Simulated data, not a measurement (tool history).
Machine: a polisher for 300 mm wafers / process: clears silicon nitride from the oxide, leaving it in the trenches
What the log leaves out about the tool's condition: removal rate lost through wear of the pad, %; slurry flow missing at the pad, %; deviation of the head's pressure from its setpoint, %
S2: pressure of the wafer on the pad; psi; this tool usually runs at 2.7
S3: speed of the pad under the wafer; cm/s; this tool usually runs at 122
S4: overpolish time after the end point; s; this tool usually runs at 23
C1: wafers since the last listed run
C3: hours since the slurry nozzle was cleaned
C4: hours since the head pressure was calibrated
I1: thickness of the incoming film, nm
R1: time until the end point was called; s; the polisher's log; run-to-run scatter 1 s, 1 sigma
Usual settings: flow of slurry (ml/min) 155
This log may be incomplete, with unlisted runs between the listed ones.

{"run": 1, "hour": 0.0, "flow of slurry (ml/min)": 135, "S2": 2.7, "S3": 122, "S4": 23, "C1": 0, "wafers polished on this pad": 34, "C3": 178.3, "C4": 583.9, "I1": 136.8, "R1": 123.4}
{"run": 2, "hour": 7.2, "flow of slurry (ml/min)": 155, "S2": 2.7, "S3": 122, "S4": 23, "C1": 60, "wafers polished on this pad": 94, "C3": 185.5, "C4": 591.1, "I1": 135.2, "R1": 116.5}
{"run": 3, "hour": 13.4, "flow of slurry (ml/min)": 155, "S2": 2.7, "S3": 122, "S4": 26, "C1": 51, "wafers polished on this pad": 146, "C3": 191.7, "C4": 597.3, "I1": 134.9, "R1": 115.7}
{"run": 4, "hour": 42.9, "flow of slurry (ml/min)": 155, "S2": 2.7, "S3": 122, "S4": 26, "C1": 246, "wafers polished on this pad": 392, "C3": 221.2, "C4": 626.8, "I1": 133.3, "R1": 123.2}
{"run": 5, "hour": 59.1, "flow of slurry (ml/min)": 155, "S2": 2.7, "S3": 122, "S4": 26, "C1": 135, "wafers polished on this pad": 528, "C3": 237.4, "C4": 643, "I1": 134.3, "R1": 125.9}
{"hour": 63.3, "done": "worn pad replaced by a new one"}
{"run": 6, "hour": 69.6, "flow of slurry (ml/min)": 155, "S2": 2, "S3": 122, "S4": 23, "C1": 54, "wafers polished on this pad": 52, "C3": 247.9, "C4": 653.5, "I1": 134.1, "R1": 152.6}
{"run": 7, "hour": 77.2, "flow of slurry (ml/min)": 155, "S2": 2.7, "S3": 100, "S4": 23, "C1": 63, "wafers polished on this pad": 116, "C3": 255.5, "C4": 661.1, "I1": 136.8, "R1": 138.3}
{"hour": 79.0, "done": "slurry nozzle cleaned"}
{"run": 8, "hour": 84.7, "flow of slurry (ml/min)": 155, "S2": 2.7, "S3": 156, "S4": 23, "C1": 54, "wafers polished on this pad": 170, "C3": 5.7, "C4": 668.6, "I1": 136.5, "R1": 88.6}
{"hour": 95.6, "done": "head pressure recalibrated"}
{"run": 9, "hour": 102.2, "flow of slurry (ml/min)": 155, "S2": 2.7, "S3": 122, "S4": 23, "C1": 129, "wafers polished on this pad": 300, "C3": 23.2, "C4": 6.6, "I1": 136, "R1": 107.5}
{"run": 10, "hour": 113.9, "flow of slurry (ml/min)": 155, "S2": 2.7, "S3": 122, "S4": 23, "C1": 97, "wafers polished on this pad": 397, "C3": 34.9, "C4": 18.3, "I1": 134.5, "R1": 110.5}
{"run": 11, "hour": 126.2, "flow of slurry (ml/min)": 170, "S2": 2, "S3": 122, "S4": 33, "C1": 102, "wafers polished on this pad": 500, "C3": 47.2, "C4": 30.6, "I1": 132, "R1": 145.1}
{"hour": 130.8, "done": "worn pad replaced by a new one"}
{"run": 12, "hour": 142.9, "flow of slurry (ml/min)": 155, "S2": 2.7, "S3": 122, "S4": 23, "C1": 106, "wafers polished on this pad": 100, "C3": 63.9, "C4": 47.3, "I1": 134.2, "R1": 110.3}
{"run": 13, "hour": 153.0, "flow of slurry (ml/min)": 155, "S2": 3.5, "S3": 122, "S4": 16, "C1": 84, "wafers polished on this pad": 185, "C3": 74, "C4": 57.4, "I1": 133.6, "R1": 88.4}
{"run": 14, "hour": 159.2, "flow of slurry (ml/min)": 155, "S2": 3.1, "S3": 82, "S4": 36, "C1": 51, "wafers polished on this pad": 237, "C3": 80.2, "C4": 63.6, "I1": 135.7, "R1": 130.3}
{"run": 15, "hour": 174.0, "flow of slurry (ml/min)": 120, "S2": 2.7, "S3": 122, "S4": 15, "C1": 123, "wafers polished on this pad": 360, "C3": 95, "C4": 78.4, "I1": 137, "R1": 128.8}

Consider 4 possible next runs. They are alternatives, not a sequence: every one starts from the tool as it was left by run 15. What does each give?
{"run": "A", "hour": 174.5, "flow of slurry (ml/min)": 155, "S2": 2.9, "S3": 122, "S4": 23, "C1": 4, "wafers polished on this pad": 364, "C3": 95.5, "C4": 78.9, "I1": 134.5, "R1": "?"}
{"run": "B", "hour": 174.5, "flow of slurry (ml/min)": 200, "S2": 2.7, "S3": 122, "S4": 23, "C1": 4, "wafers polished on this pad": 364, "C3": 95.5, "C4": 78.9, "I1": 134.5, "R1": "?"}
{"run": "C", "hour": 174.5, "flow of slurry (ml/min)": 155, "S2": 2.7, "S3": 122, "S4": 27, "C1": 4, "wafers polished on this pad": 364, "C3": 95.5, "C4": 78.9, "I1": 134.5, "R1": "?"}
{"run": "D", "hour": 174.5, "flow of slurry (ml/min)": 185, "S2": 2.3, "S3": 122, "S4": 23, "C1": 4, "wafers polished on this pad": 364, "C3": 95.5, "C4": 78.9, "I1": 134.5, "R1": "?"}

run=A R1=110.1
run=B R1=110.5
run=C R1=117.4
run=D R1=129.4
Stripped of hidden state, with their random variation kept, the same runs would have yielded:
run=A R1=97
run=B R1=99.2
run=C R1=103.4
run=D R1=115.6
